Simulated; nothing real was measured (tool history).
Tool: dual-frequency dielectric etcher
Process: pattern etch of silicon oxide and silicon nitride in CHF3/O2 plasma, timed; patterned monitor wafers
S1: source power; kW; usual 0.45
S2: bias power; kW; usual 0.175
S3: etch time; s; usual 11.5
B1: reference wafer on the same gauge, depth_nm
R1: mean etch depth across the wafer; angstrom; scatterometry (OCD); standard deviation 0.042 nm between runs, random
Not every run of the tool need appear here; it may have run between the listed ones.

{"run": 1, "day": 0.0, "S1": 0.45, "S2": 0.175, "S3": 11.5, "B1": 15.54, "R1": 143.2}
{"run": 2, "day": 1.162, "S1": 0.45, "S2": 0.175, "S3": 11.5, "B1": 15.52, "R1": 143.1}
{"run": 3, "day": 2.262, "S1": 0.42, "S2": 0.175, "S3": 11.5, "B1": 15.54, "R1": 138.6}
{"run": 4, "day": 3.771, "S1": 0.42, "S2": 0.175, "S3": 11.5, "B1": 15.56, "R1": 138.8}
{"run": 5, "day": 5.017, "S1": 0.42, "S2": 0.175, "S3": 11.5, "B1": 15.57, "R1": 138.8}
{"run": 6, "day": 7.979, "S1": 0.45, "S2": 0.151, "S3": 13, "B1": 15.58, "R1": 154.9}
{"run": 7, "day": 10.558, "S1": 0.45, "S2": 0.151, "S3": 13, "B1": 15.6, "R1": 155.9}
{"day": 16.221, "done": "wet clean of the chamber"}
{"run": 8, "day": 16.721, "S1": 0.45, "S2": 0.175, "S3": 11.5, "B1": 15.66, "R1": 144.5}
{"run": 9, "day": 17.921, "S1": 0.45, "S2": 0.207, "S3": 11.5, "B1": 15.67, "R1": 151.1}
{"run": 10, "day": 19.296, "S1": 0.45, "S2": 0.155, "S3": 11.5, "B1": 15.69, "R1": 139}
{"run": 11, "day": 21.846, "S1": 0.45, "S2": 0.175, "S3": 11.5, "B1": 15.73, "R1": 144.5}
{"run": 12, "day": 23.975, "S1": 0.45, "S2": 0.175, "S3": 11.5, "B1": 15.72, "R1": 143.9}
{"run": 13, "day": 25.321, "S1": 0.45, "S2": 0.175, "S3": 11.5, "B1": 15.74, "R1": 144.7}
{"run": 14, "day": 26.95, "S1": 0.45, "S2": 0.175, "S3": 11.5, "B1": 15.74, "R1": 144.9}
{"run": 15, "day": 28.271, "S1": 0.45, "S2": 0.175, "S3": 8.5, "B1": 15.75, "R1": 107.2}
{"day": 29.375, "done": "upper electrode replaced"}
{"day": 30.271, "done": "bias power generator calibrated"}
{"run": 16, "day": 30.662, "S1": 0.45, "S2": 0.175, "S3": 11.5, "B1": 15.78, "R1": 145.5}
{"day": 33.262, "done": "source power generator calibrated"}
{"day": 34.858, "done": "wet clean of the chamber"}
{"run": 17, "day": 39.175, "S1": 0.51, "S2": 0.191, "S3": 9.5, "B1": 15.83, "R1": 130.9}
{"run": 18, "day": 41.496, "S1": 0.55, "S2": 0.135, "S3": 10, "B1": 15.85, "R1": 128.9}
{"day": 43.496, "done": "gauge calibrated"}
{"run": 19, "day": 44.188, "S1": 0.45, "S2": 0.16, "S3": 9, "B1": 15.57, "R1": 108.8}
{"run": 20, "day": 48.788, "S1": 0.38, "S2": 0.187, "S3": 9.5, "B1": 15.57, "R1": 112.3}
{"run": 21, "day": 50.746, "S1": 0.45, "S2": 0.175, "S3": 11.5, "B1": 15.6, "R1": 143.5}
{"day": 52.0, "done": "wet clean of the chamber"}
{"run": 22, "day": 57.279, "S1": 0.45, "S2": 0.175, "S3": 11.5, "B1": 15.65, "R1": 143.6}
{"run": 23, "day": 58.388, "S1": 0.41, "S2": 0.2, "S3": 14, "B1": 15.67, "R1": 174.8}
{"run": 24, "day": 59.917, "S1": 0.36, "S2": 0.139, "S3": 14, "B1": 15.67, "R1": 148.6}
{"run": 25, "day": 61.888, "S1": 0.54, "S2": 0.175, "S3": 14.5, "B1": 15.71, "R1": 197}
{"run": 26, "day": 64.033, "S1": 0.35, "S2": 0.216, "S3": 9, "B1": 15.7, "R1": 107.6}
{"run": 27, "day": 66.258, "S1": 0.45, "S2": 0.194, "S3": 11.5, "B1": 15.74, "R1": 148.9}
{"run": 28, "day": 69.125, "S1": 0.45, "S2": 0.149, "S3": 11.5, "B1": 15.75, "R1": 137.7}
{"day": 72.45, "done": "wet clean of the chamber"}
{"run": 29, "day": 72.471, "S1": 0.54, "S2": 0.175, "S3": 11.5, "B1": 15.78, "R1": 158}

4 options for the next run, each taken on its own from the tool as it stands now. Forecast them:
{"run": "A", "day": 72.488, "S1": 0.45, "S2": 0.151, "S3": 11.5, "B1": "?", "R1": "?"}
{"run": "B", "day": 72.488, "S1": 0.39, "S2": 0.14, "S3": 11.5, "B1": "?", "R1": "?"}
{"run": "C", "day": 72.488, "S1": 0.38, "S2": 0.207, "S3": 14.5, "B1": "?", "R1": "?"}
{"run": "D", "day": 72.488, "S1": 0.37, "S2": 0.175, "S3": 11.5, "B1": "?", "R1": "?"}

run=A B1=15.77 R1=138.7
run=B B1=15.77 R1=127.1
run=C B1=15.77 R1=178.7
run=D B1=15.77 R1=132.7
The same runs, with their run-to-run variation unchanged, on a tool lacking any hidden condition would have given:
run=A R1=136.2
run=B R1=124.9
run=C R1=175.5
run=D R1=130.4
